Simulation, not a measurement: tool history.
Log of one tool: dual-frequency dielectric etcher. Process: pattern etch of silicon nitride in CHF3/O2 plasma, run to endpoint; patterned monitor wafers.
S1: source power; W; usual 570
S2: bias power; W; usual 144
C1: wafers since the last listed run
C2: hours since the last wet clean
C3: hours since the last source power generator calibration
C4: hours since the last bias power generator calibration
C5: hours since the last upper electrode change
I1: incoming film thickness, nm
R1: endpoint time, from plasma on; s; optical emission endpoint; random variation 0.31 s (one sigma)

run 1 day=0.000 | S1=640 S2=144 | C1=0 C2=360.7 C3=1937.7 C4=4624.4 C5=3197.4 | I1=86.1 | R1=62.6
run 2 day=1.425 | S1=570 S2=144 | C1=477 C2=394.9 C3=1971.9 C4=4658.6 C5=3231.6 | I1=87.6 | R1=66.1
-- day=4.296 wet clean of the chamber
run 3 day=4.317 | S1=570 S2=144 | C1=634 C2=0.5 C3=2041.3 C4=4728.0 C5=3301.0 | I1=87.4 | R1=65.9
run 4 day=4.817 | S1=570 S2=144 | C1=167 C2=12.5 C3=2053.3 C4=4740.0 C5=3313.0 | I1=86.4 | R1=65.5
run 5 day=6.604 | S1=610 S2=144 | C1=599 C2=55.4 C3=2096.2 C4=4782.9 C5=3355.9 | I1=86.9 | R1=63.6
run 6 day=9.379 | S1=570 S2=144 | C1=930 C2=122.0 C3=2162.8 C4=4849.5 C5=3422.5 | I1=87.1 | R1=65.2
-- day=9.583 bias power generator calibrated
run 7 day=11.062 | S1=570 S2=144 | C1=508 C2=162.4 C3=2203.2 C4=35.5 C5=3462.9 | I1=86.3 | R1=65.2
run 8 day=13.062 | S1=650 S2=157 | C1=670 C2=210.4 C3=2251.2 C4=83.5 C5=3510.9 | I1=86.8 | R1=61.4
-- day=15.867 upper electrode replaced
run 9 day=15.888 | S1=480 S2=144 | C1=611 C2=278.2 C3=2319.0 C4=151.3 C5=0.5 | I1=86.9 | R1=68.9
run 10 day=17.092 | S1=570 S2=124 | C1=403 C2=307.1 C3=2347.9 C4=180.2 C5=29.4 | I1=87.0 | R1=68.6
run 11 day=19.854 | S1=650 S2=156 | C1=925 C2=373.4 C3=2414.2 C4=246.5 C5=95.7 | I1=86.9 | R1=61.5
-- day=20.308 source power generator calibrated
-- day=22.496 wet clean of the chamber
run 12 day=22.517 | S1=570 S2=144 | C1=501 C2=0.5 C3=53.0 C4=310.4 C5=159.6 | I1=86.8 | R1=65.6
run 13 day=24.033 | S1=690 S2=132 | C1=508 C2=36.9 C3=89.4 C4=346.8 C5=196.0 | I1=87.6 | R1=64.3
run 14 day=27.021 | S1=630 S2=176 | C1=1001 C2=108.6 C3=161.1 C4=418.5 C5=267.7 | I1=86.6 | R1=58.9
run 15 day=28.450 | S1=630 S2=126 | C1=478 C2=142.9 C3=195.4 C4=452.8 C5=302.0 | I1=87.0 | R1=66.0

Forecast each of these 4 alternatives for the next run:
run A day=28.467 | S1=570 S2=144 | C1=5 C2=143.3 C3=195.8 C4=453.2 C5=302.4 | I1=87.6 | R1=?
run B day=28.467 | S1=690 S2=144 | C1=5 C2=143.3 C3=195.8 C4=453.2 C5=302.4 | I1=87.6 | R1=?
run C day=28.467 | S1=470 S2=164 | C1=5 C2=143.3 C3=195.8 C4=453.2 C5=302.4 | I1=87.6 | R1=?
run D day=28.467 | S1=570 S2=113 | C1=5 C2=143.3 C3=195.8 C4=453.2 C5=302.4 | I1=87.6 | R1=?

run=A R1=66.1
run=B R1=62.3
run=C R1=66.7
run=D R1=72.0
Without the tool's hidden state the same runs would have given:
run=A R1=66.1
run=B R1=62.3
run=C R1=66.7
run=D R1=72.0

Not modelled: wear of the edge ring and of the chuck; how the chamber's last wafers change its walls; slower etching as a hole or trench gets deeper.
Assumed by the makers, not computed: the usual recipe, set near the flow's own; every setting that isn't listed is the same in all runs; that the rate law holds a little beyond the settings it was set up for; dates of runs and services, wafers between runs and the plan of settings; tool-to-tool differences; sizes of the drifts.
